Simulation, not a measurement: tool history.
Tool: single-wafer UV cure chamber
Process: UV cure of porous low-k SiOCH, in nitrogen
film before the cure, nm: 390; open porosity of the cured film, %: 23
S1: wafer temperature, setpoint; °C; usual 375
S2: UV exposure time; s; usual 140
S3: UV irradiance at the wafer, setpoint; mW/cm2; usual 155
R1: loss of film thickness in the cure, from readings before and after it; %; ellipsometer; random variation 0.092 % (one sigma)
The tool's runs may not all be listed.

{"run": 1, "hour": 0.0, "S1": 375, "S2": 140, "S3": 155, "R1": 9.854}
{"run": 2, "hour": 67.5, "S1": 375, "S2": 140, "S3": 155, "R1": 9.626}
{"run": 3, "hour": 119.5, "S1": 366, "S2": 140, "S3": 155, "R1": 9.434}
{"run": 4, "hour": 145.6, "S1": 366, "S2": 140, "S3": 155, "R1": 9.291}
{"run": 5, "hour": 197.9, "S1": 366, "S2": 140, "S3": 155, "R1": 9.356}
{"run": 6, "hour": 240.2, "S1": 375, "S2": 140, "S3": 155, "R1": 9.355}
{"run": 7, "hour": 287.7, "S1": 375, "S2": 140, "S3": 155, "R1": 9.343}
{"hour": 314.7, "done": "quartz window cleaned"}
{"run": 8, "hour": 335.1, "S1": 365, "S2": 170, "S3": 169, "R1": 10.282}
{"run": 9, "hour": 408.8, "S1": 393, "S2": 140, "S3": 155, "R1": 9.362}
{"hour": 423.6, "done": "UV bulbs replaced"}
{"run": 10, "hour": 478.3, "S1": 375, "S2": 140, "S3": 155, "R1": 10.845}
{"run": 11, "hour": 525.6, "S1": 369, "S2": 140, "S3": 127, "R1": 9.936}
{"run": 12, "hour": 587.5, "S1": 375, "S2": 110, "S3": 155, "R1": 9.82}

Run 13 comes next. What will it give?
{"run": 13, "hour": 630.3, "S1": 375, "S2": 140, "S3": 155, "R1": "?"}

Run 13 gave R1 10.858 %.
Without the tool's hidden state the same run would have given R1 10.922 %.
